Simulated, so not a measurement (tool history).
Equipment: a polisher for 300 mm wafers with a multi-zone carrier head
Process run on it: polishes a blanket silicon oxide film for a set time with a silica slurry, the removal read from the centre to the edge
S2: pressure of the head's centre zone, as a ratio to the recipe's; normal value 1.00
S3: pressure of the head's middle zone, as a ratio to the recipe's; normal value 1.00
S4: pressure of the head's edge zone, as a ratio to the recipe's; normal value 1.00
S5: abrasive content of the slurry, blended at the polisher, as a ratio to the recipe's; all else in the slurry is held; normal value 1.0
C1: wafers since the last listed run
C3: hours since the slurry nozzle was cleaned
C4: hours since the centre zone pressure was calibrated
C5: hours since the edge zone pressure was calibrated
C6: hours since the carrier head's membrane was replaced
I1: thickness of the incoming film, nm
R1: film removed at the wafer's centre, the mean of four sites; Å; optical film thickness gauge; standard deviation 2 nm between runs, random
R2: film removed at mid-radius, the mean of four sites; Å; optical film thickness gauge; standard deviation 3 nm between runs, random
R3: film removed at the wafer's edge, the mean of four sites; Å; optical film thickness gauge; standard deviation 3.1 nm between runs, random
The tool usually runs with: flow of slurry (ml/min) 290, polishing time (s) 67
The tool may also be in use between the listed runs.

run 1 hour=0.0 | flow_of_slurry_(ml/min)=290 S2=1.00 S3=1.00 S4=1.00 S5=1.0 polishing_time_(s)=67 | C1=0 wafers_polished_on_this_pad=792 C3=434.3 C4=1089.8 C5=623.1 C6=1482.4 | I1=1620.9 | R1=2397 R2=2397 R3=2416
run 2 hour=16.6 | flow_of_slurry_(ml/min)=290 S2=1.00 S3=1.00 S4=1.00 S5=1.0 polishing_time_(s)=67 | C1=143 wafers_polished_on_this_pad=936 C3=450.9 C4=1106.4 C5=639.7 C6=1499.0 | I1=1616.2 | R1=2355 R2=2436 R3=2355
run 3 hour=28.3 | flow_of_slurry_(ml/min)=290 S2=1.00 S3=1.00 S4=1.00 S5=1.0 polishing_time_(s)=67 | C1=101 wafers_polished_on_this_pad=1038 C3=462.6 C4=1118.1 C5=651.4 C6=1510.7 | I1=1649.2 | R1=2402 R2=2384 R3=2382
run 4 hour=36.8 | flow_of_slurry_(ml/min)=290 S2=1.00 S3=1.00 S4=1.00 S5=1.0 polishing_time_(s)=67 | C1=73 wafers_polished_on_this_pad=1111 C3=471.1 C4=1126.6 C5=659.9 C6=1519.2 | I1=1619.9 | R1=2371 R2=2381 R3=2359
run 5 hour=43.3 | flow_of_slurry_(ml/min)=290 S2=1.00 S3=1.00 S4=1.00 S5=1.0 polishing_time_(s)=67 | C1=56 wafers_polished_on_this_pad=1168 C3=477.6 C4=1133.1 C5=666.4 C6=1525.7 | I1=1627.3 | R1=2356 R2=2370 R3=2350
run 6 hour=54.6 | flow_of_slurry_(ml/min)=290 S2=1.00 S3=1.00 S4=1.00 S5=1.0 polishing_time_(s)=67 | C1=97 wafers_polished_on_this_pad=1266 C3=488.9 C4=1144.4 C5=677.7 C6=1537.0 | I1=1607.6 | R1=2358 R2=2354 R3=2370
-- hour=64.0 worn pad replaced by a new one
run 7 hour=67.9 | flow_of_slurry_(ml/min)=290 S2=1.00 S3=1.00 S4=1.00 S5=1.0 polishing_time_(s)=67 | C1=80 wafers_polished_on_this_pad=34 C3=502.2 C4=1157.7 C5=691.0 C6=1550.3 | I1=1623.8 | R1=2345 R2=2354 R3=2322
run 8 hour=80.0 | flow_of_slurry_(ml/min)=290 S2=1.00 S3=1.00 S4=1.00 S5=1.0 polishing_time_(s)=67 | C1=104 wafers_polished_on_this_pad=139 C3=514.3 C4=1169.8 C5=703.1 C6=1562.4 | I1=1621.0 | R1=2369 R2=2325 R3=2306
-- hour=82.6 slurry nozzle cleaned
run 9 hour=94.6 | flow_of_slurry_(ml/min)=290 S2=1.00 S3=1.00 S4=1.00 S5=1.0 polishing_time_(s)=67 | C1=117 wafers_polished_on_this_pad=257 C3=12.0 C4=1184.4 C5=717.7 C6=1577.0 | I1=1626.9 | R1=2601 R2=2589 R3=2498
run 10 hour=106.0 | flow_of_slurry_(ml/min)=290 S2=1.00 S3=1.00 S4=1.00 S5=1.0 polishing_time_(s)=67 | C1=98 wafers_polished_on_this_pad=355 C3=23.4 C4=1195.8 C5=729.1 C6=1588.4 | I1=1635.9 | R1=2608 R2=2578 R3=2562
run 11 hour=121.7 | flow_of_slurry_(ml/min)=340 S2=1.00 S3=1.00 S4=1.00 S5=1.0 polishing_time_(s)=47 | C1=136 wafers_polished_on_this_pad=492 C3=39.1 C4=1211.5 C5=744.8 C6=1604.1 | I1=1632.1 | R1=1836 R2=1823 R3=1765
-- hour=143.7 centre zone pressure recalibrated
run 12 hour=173.7 | flow_of_slurry_(ml/min)=290 S2=1.10 S3=1.00 S4=1.10 S5=1.0 polishing_time_(s)=67 | C1=433 wafers_polished_on_this_pad=925 C3=91.1 C4=30.0 C5=796.8 C6=1656.1 | I1=1632.5 | R1=2829 R2=2523 R3=2700
run 13 hour=186.2 | flow_of_slurry_(ml/min)=290 S2=1.00 S3=1.00 S4=1.00 S5=1.0 polishing_time_(s)=67 | C1=108 wafers_polished_on_this_pad=1034 C3=103.6 C4=42.5 C5=809.3 C6=1668.6 | I1=1621.1 | R1=2592 R2=2532 R3=2536
-- hour=203.4 edge zone pressure recalibrated
-- hour=208.8 worn pad replaced by a new one
run 14 hour=210.6 | flow_of_slurry_(ml/min)=290 S2=0.92 S3=1.07 S4=1.00 S5=1.2 polishing_time_(s)=67 | C1=159 wafers_polished_on_this_pad=15 C3=128.0 C4=66.9 C5=7.2 C6=1693.0 | I1=1634.8 | R1=2502 R2=2827 R3=2695
-- hour=218.2 carrier head's membrane replaced by a new one
run 15 hour=218.7 | flow_of_slurry_(ml/min)=290 S2=1.00 S3=1.00 S4=1.00 S5=1.0 polishing_time_(s)=60 | C1=26 wafers_polished_on_this_pad=42 C3=136.1 C4=75.0 C5=15.3 C6=0.5 | I1=1635.2 | R1=2279 R2=2230 R3=2236
run 16 hour=228.9 | flow_of_slurry_(ml/min)=290 S2=1.00 S3=1.00 S4=1.00 S5=0.9 polishing_time_(s)=60 | C1=88 wafers_polished_on_this_pad=131 C3=146.3 C4=85.2 C5=25.5 C6=10.7 | I1=1638.6 | R1=2198 R2=2140 R3=2182
run 17 hour=246.1 | flow_of_slurry_(ml/min)=290 S2=1.00 S3=1.00 S4=0.90 S5=1.0 polishing_time_(s)=67 | C1=149 wafers_polished_on_this_pad=280 C3=163.5 C4=102.4 C5=42.7 C6=27.9 | I1=1645.3 | R1=2511 R2=2530 R3=2408
run 18 hour=253.8 | flow_of_slurry_(ml/min)=250 S2=0.89 S3=1.00 S4=1.00 S5=1.0 polishing_time_(s)=67 | C1=66 wafers_polished_on_this_pad=346 C3=171.2 C4=110.1 C5=50.4 C6=35.6 | I1=1650.6 | R1=2185 R2=2432 R3=2498
run 19 hour=271.4 | flow_of_slurry_(ml/min)=290 S2=0.90 S3=1.00 S4=1.00 S5=0.9 polishing_time_(s)=54 | C1=152 wafers_polished_on_this_pad=499 C3=188.8 C4=127.7 C5=68.0 C6=53.2 | I1=1646.8 | R1=1729 R2=1933 R3=1898
run 20 hour=288.6 | flow_of_slurry_(ml/min)=290 S2=1.00 S3=0.90 S4=0.95 S5=1.0 polishing_time_(s)=84 | C1=149 wafers_polished_on_this_pad=648 C3=206.0 C4=144.9 C5=85.2 C6=70.4 | I1=1621.5 | R1=3181 R2=2993 R3=2982
run 21 hour=321.8 | flow_of_slurry_(ml/min)=290 S2=1.00 S3=0.90 S4=1.00 S5=1.0 polishing_time_(s)=85 | C1=287 wafers_polished_on_this_pad=936 C3=239.2 C4=178.1 C5=118.4 C6=103.6 | I1=1651.4 | R1=3228 R2=2994 R3=3149
run 22 hour=336.2 | flow_of_slurry_(ml/min)=290 S2=1.00 S3=1.00 S4=1.00 S5=1.0 polishing_time_(s)=67 | C1=124 wafers_polished_on_this_pad=1061 C3=253.6 C4=192.5 C5=132.8 C6=118.0 | I1=1649.3 | R1=2497 R2=2475 R3=2434
run 23 hour=346.0 | flow_of_slurry_(ml/min)=290 S2=1.00 S3=1.07 S4=0.97 S5=1.0 polishing_time_(s)=67 | C1=84 wafers_polished_on_this_pad=1146 C3=263.4 C4=202.3 C5=142.6 C6=127.8 | I1=1629.7 | R1=2504 R2=2599 R3=2453

What if the next run were any one of these 3? Each begins from the tool's condition after run 23:
run A hour=346.4 | flow_of_slurry_(ml/min)=290 S2=1.00 S3=1.00 S4=1.00 S5=1.0 polishing_time_(s)=80 | C1=3 wafers_polished_on_this_pad=1149 C3=263.8 C4=202.7 C5=143.0 C6=128.2 | I1=1622.4 | R1=? R2=? R3=?
run B hour=346.4 | flow_of_slurry_(ml/min)=290 S2=0.97 S3=0.96 S4=1.00 S5=1.0 polishing_time_(s)=76 | C1=3 wafers_polished_on_this_pad=1149 C3=263.8 C4=202.7 C5=143.0 C6=128.2 | I1=1622.4 | R1=? R2=? R3=?
run C hour=346.4 | flow_of_slurry_(ml/min)=290 S2=1.00 S3=1.00 S4=0.92 S5=1.0 polishing_time_(s)=67 | C1=3 wafers_polished_on_this_pad=1149 C3=263.8 C4=202.7 C5=143.0 C6=128.2 | I1=1622.4 | R1=? R2=? R3=?

run=A R1=2934 R2=3019 R3=2970
run=B R1=2705 R2=2785 R3=2823
run=C R1=2457 R2=2528 R3=2391
With the hidden condition removed and each run's random variation left untouched, the same runs would have given:
run=A R1=3051 R2=3126 R3=3049
run=B R1=2813 R2=2885 R3=2898
run=C R1=2555 R2=2618 R3=2455
